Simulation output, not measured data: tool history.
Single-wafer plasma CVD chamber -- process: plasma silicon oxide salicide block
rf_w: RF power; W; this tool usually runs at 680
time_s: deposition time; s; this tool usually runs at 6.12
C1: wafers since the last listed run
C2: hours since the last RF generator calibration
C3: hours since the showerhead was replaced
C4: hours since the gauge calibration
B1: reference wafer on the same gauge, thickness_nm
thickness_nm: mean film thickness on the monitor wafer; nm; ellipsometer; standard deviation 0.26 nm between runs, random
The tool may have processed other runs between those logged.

Run 1, hour 0.0: usual settings; C1 0; C2 2206.2; C3 6458.4; C4 34.1; B1 57.001. Result: thickness_nm 63.757 nm.
Run 2, hour 15.9: usual settings; C1 446; C2 2222.1; C3 6474.3; C4 50.0; B1 56.975. Result: thickness_nm 63.688 nm.
Run 3, hour 28.7: usual settings but rf_w 775 W, time_s 5.69 s; C1 359; C2 2234.9; C3 6487.1; C4 62.8; B1 57.002. Result: thickness_nm 61.191 nm.
Run 4, hour 45.1: usual settings but rf_w 775 W, time_s 5.69 s; C1 460; C2 2251.3; C3 6503.5; C4 79.2; B1 56.997. Result: thickness_nm 61.462 nm.
Run 5, hour 61.7: usual settings; C1 465; C2 2267.9; C3 6520.1; C4 95.8; B1 57.038. Result: thickness_nm 63.437 nm.
Run 6, hour 78.0: usual settings; C1 457; C2 2284.2; C3 6536.4; C4 112.1; B1 56.995. Result: thickness_nm 63.459 nm.
Run 7, hour 92.5: usual settings; C1 406; C2 2298.7; C3 6550.9; C4 126.6; B1 57.028. Result: thickness_nm 63.529 nm.
Run 8, hour 104.8: usual settings; C1 345; C2 2311.0; C3 6563.2; C4 138.9; B1 56.986. Result: thickness_nm 63.351 nm.
Run 9, hour 112.1: usual settings; C1 204; C2 2318.3; C3 6570.5; C4 146.2; B1 56.954. Result: thickness_nm 63.101 nm.
At hour 112.9: gauge calibrated.
Run 10, hour 122.4: usual settings but rf_w 580 W, time_s 5.72 s; C1 289; C2 2328.6; C3 6580.8; C4 9.5; B1 57.005. Result: thickness_nm 56.331 nm.
Run 11, hour 129.1: usual settings but rf_w 815 W, time_s 4.97 s; C1 188; C2 2335.3; C3 6587.5; C4 16.2; B1 57.031. Result: thickness_nm 54.654 nm.
At hour 148.3: RF generator calibrated.
Run 12, hour 148.8: usual settings but rf_w 620 W, time_s 6.56 s; C1 328; C2 0.5; C3 6607.2; C4 35.9; B1 57.013. Result: thickness_nm 65.518 nm.
Run 13, hour 155.8: usual settings; C1 196; C2 7.5; C3 6614.2; C4 42.9; B1 57.013. Result: thickness_nm 63.233 nm.
At hour 166.6: showerhead replaced.
Run 14, hour 172.0: usual settings but rf_w 580 W; C1 230; C2 23.7; C3 5.4; C4 59.1; B1 57.034. Result: thickness_nm 60.308 nm.
Run 15, hour 183.5: usual settings but time_s 5.65 s; C1 322; C2 35.2; C3 16.9; C4 70.6; B1 57.001. Result: thickness_nm 58.297 nm.
Run 16, hour 191.2: usual settings but time_s 5.16 s; C1 216; C2 42.9; C3 24.6; C4 78.3; B1 56.962. Result: thickness_nm 53.697 nm.
Run 17, hour 201.6: usual settings but rf_w 620 W, time_s 6.56 s; C1 291; C2 53.3; C3 35.0; C4 88.7; B1 56.954. Result: thickness_nm 65.864 nm.
Run 18, hour 209.2: usual settings but rf_w 775 W, time_s 6.59 s; C1 213; C2 60.9; C3 42.6; C4 96.3; B1 56.995. Result: thickness_nm 70.903 nm.
Run 19, hour 226.0: usual settings but rf_w 545 W, time_s 5.09 s; C1 471; C2 77.7; C3 59.4; C4 113.1; B1 57.000. Result: thickness_nm 48.794 nm.
Run 20, hour 243.4: usual settings but rf_w 805 W, time_s 5.77 s; C1 488; C2 95.1; C3 76.8; C4 130.5; B1 56.976. Result: thickness_nm 63.224 nm.
Run 21, hour 284.2: usual settings but rf_w 720 W, time_s 6.69 s; C1 1145; C2 135.9; C3 117.6; C4 171.3; B1 56.995. Result: thickness_nm 70.414 nm.

5 options for the next run, each taken on its own from the tool as it stands now. Forecast them:
Run A, hour 284.6: usual settings; C1 11; C2 136.3; C3 118.0; C4 171.7; B1 ?. Result: thickness_nm ?.
Run B, hour 284.6: usual settings but rf_w 765 W, time_s 5.34 s; C1 11; C2 136.3; C3 118.0; C4 171.7; B1 ?. Result: thickness_nm ?.
Run C, hour 284.6: usual settings but rf_w 750 W; C1 11; C2 136.3; C3 118.0; C4 171.7; B1 ?. Result: thickness_nm ?.
Run D, hour 284.6: usual settings but time_s 5.60 s; C1 11; C2 136.3; C3 118.0; C4 171.7; B1 ?. Result: thickness_nm ?.
Run E, hour 284.6: usual settings but rf_w 770 W; C1 11; C2 136.3; C3 118.0; C4 171.7; B1 ?. Result: thickness_nm ?.

run      B1  thickness_nm
  A  56.975        63.235
  B  56.975        57.313
  C  56.975        65.268
  D  56.975        57.862
  E  56.975        65.823
With the hidden condition removed and each run's random variation left untouched, the same runs would have given:
run  thickness_nm
  A        63.235
  B        57.313
  C        65.268
  D        57.862
  E        65.823
